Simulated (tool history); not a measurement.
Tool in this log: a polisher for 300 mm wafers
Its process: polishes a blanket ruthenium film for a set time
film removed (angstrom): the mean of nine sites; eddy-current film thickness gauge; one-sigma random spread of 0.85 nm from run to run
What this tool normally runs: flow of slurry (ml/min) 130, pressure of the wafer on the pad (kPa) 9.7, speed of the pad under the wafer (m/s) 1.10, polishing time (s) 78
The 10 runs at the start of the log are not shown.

run     day  flow of slurry (ml/min)  pressure of the wafer on the pad (kPa)  speed of the pad under the wafer (m/s)  polishing time (s)  incoming thickness of the incoming film, nm  film removed (angstrom)
 11  24.125                      130                                     9.7                                    1.10                  78                                        438.6                      625
     26.079  -- worn pad replaced by a new one
 12  26.100                      130                                     9.7                                    1.10                  78                                        440.3                      681
     26.829  -- slurry nozzle cleaned
 13  27.429                      130                                     9.7                                    1.10                  78                                        442.7                      671
 14  29.192                      130                                     8.3                                    1.10                  78                                        445.6                      555
     32.138  -- head pressure recalibrated
 15  37.696                      130                                     9.7                                    1.10                  78                                        445.7                      645
     39.417  -- worn pad replaced by a new one
 16  39.696                      130                                     9.7                                    1.10                  78                                        447.5                      686
 17  40.767                      130                                     9.7                                    1.10                  78                                        439.5                      685
 18  42.079                      100                                     6.9                                    0.88                  91                                        434.4                      433
 19  43.833                      130                                     9.7                                    1.10                  78                                        433.1                      662
 20  44.896                      145                                     6.2                                    1.00                  90                                        437.4                      448
 21  46.008                      130                                    11.7                                    1.10                  93                                        439.0                      940
 22  47.238                      130                                     9.7                                    1.36                  78                                        435.3                      784
 23  48.500                      130                                    11.0                                    1.10                  78                                        444.7                      730
 24  51.138                       95                                    12.4                                    1.10                  78                                        435.7                      773
     53.412  -- worn pad replaced by a new one
 25  54.029                      130                                     9.7                                    1.10                  78                                        440.9                      672
 26  56.029                      130                                     9.7                                    1.10                  78                                        439.8                      638
 27  58.058                      160                                     8.3                                    1.10                  78                                        438.6                      571
     58.504  -- slurry nozzle cleaned
 28  60.646                      160                                     9.7                                    1.10                  85                                        440.1                      717
 29  66.008                      130                                     9.7                                    1.32                  78                                        446.5                      729
 30  67.558                      130                                     9.7                                    1.10                  93                                        439.4                      740
     68.412  -- worn pad replaced by a new one
 31  70.446                      105                                    11.7                                    1.10                  71                                        434.7                      686
 32  73.383                      165                                     9.7                                    1.10                  78                                        438.0                      672
 33  75.412                       85                                     9.7                                    1.10                  63                                        442.0                      451
     75.704  -- head pressure recalibrated
 34  76.446                      130                                     9.7                                    1.10                  78                                        440.1                      658

Alternative continuations, all from the tool just after run 34; predict every row:
  A  76.462                      130                                     9.7                                    1.10                  78                                        434.9                        ?
  B  76.462                      130                                    12.4                                    1.10                  78                                        434.9                        ?
  C  76.462                      150                                    13.1                                    0.88                  62                                        434.9                        ?

run  film removed (angstrom)
  A                      670
  B                      861
  C                      613
With no hidden state in the tool, these same runs would have given:
run  film removed (angstrom)
  A                      719
  B                      924
  C                      657

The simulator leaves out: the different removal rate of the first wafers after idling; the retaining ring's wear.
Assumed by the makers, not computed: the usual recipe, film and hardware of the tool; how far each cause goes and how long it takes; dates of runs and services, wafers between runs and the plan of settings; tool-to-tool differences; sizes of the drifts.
